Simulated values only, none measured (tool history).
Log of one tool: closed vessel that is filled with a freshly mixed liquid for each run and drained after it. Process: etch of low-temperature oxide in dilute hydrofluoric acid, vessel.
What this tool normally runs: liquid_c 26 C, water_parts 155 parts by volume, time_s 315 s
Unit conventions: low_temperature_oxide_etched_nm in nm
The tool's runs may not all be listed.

run	day	liquid_c	water_parts	time_s	read-back film thickness of the low-temperature oxide reference wafer, read on the same gauge (nm)	low_temperature_oxide_etched_nm
1	0	29.5	155	315	110.02	61.01
2	0.683	26	155	315	109.98	53.71
3	1.1	26	155	315	109.97	53.44
4	1.533	26	215	315	109.98	35.98
5	2.142	26	215	315	110.02	36.32
6	2.667	26	155	315	109.99	53.67
7	3.292	26	155	315	110.01	53.95
8	3.796	25	155	315	109.99	51.61
# day 4.412: thermometer replaced
9	4.471	25	155	315	109.99	52.25
10	4.888	25	155	315	109.97	52
# day 5.267: gauge calibrated
11	6.167	26	155	315	109.99	53.73
12	6.592	26	185	195	110.02	27.25
13	6.988	26	155	315	110	54.09
14	7.621	30.5	95	170	109.96	60.63
15	8.229	21	220	175	110	16.37
16	8.729	26	155	315	109.99	54.46
# day 8.871: hydrofluoric acid flow meter replaced
17	9.129	21.5	125	315	109.97	57.27
18	9.404	29.5	100	440	110.03	140.22
19	9.675	26	155	430	109.97	72.23
20	10.088	21	105	460	109.97	99.41
21	10.629	28	195	315	110.04	43.04
22	10.962	26	155	315	110	52.62
23	11.371	26	155	410	110	69.11
24	12.05	26	155	315	110.01	52.74
25	12.796	22	95	255	109.99	64.06
26	13.238	23	210	315	109.99	32.94
27	13.888	26	155	215	109.97	36.17
28	14.288	26	205	315	110.01	38.12
29	16.079	24.5	130	445	110	87.49
30	16.817	24	135	225	109.99	41.5
31	17.45	26	155	315	109.96	53.5

What if the next run were any one of these 5? Each begins from the tool's condition after run 31:
A	17.479	26	155	315	?	?
B	17.479	23	85	315	?	?
C	17.479	24	155	315	?	?
D	17.479	26	80	315	?	?
E	17.479	23	195	390	?	?

run	read-back film thickness of the low-temperature oxide reference wafer, read on the same gauge (nm)	low_temperature_oxide_etched_nm
A	110.02	53.31
B	110.02	94.03
C	110.02	49.43
D	110.02	113.36
E	110.02	44.86
Had the tool no hidden state, the same runs would have come out as:
run	low_temperature_oxide_etched_nm
A	52.37
B	92.48
C	48.57
D	111.48
E	44.05
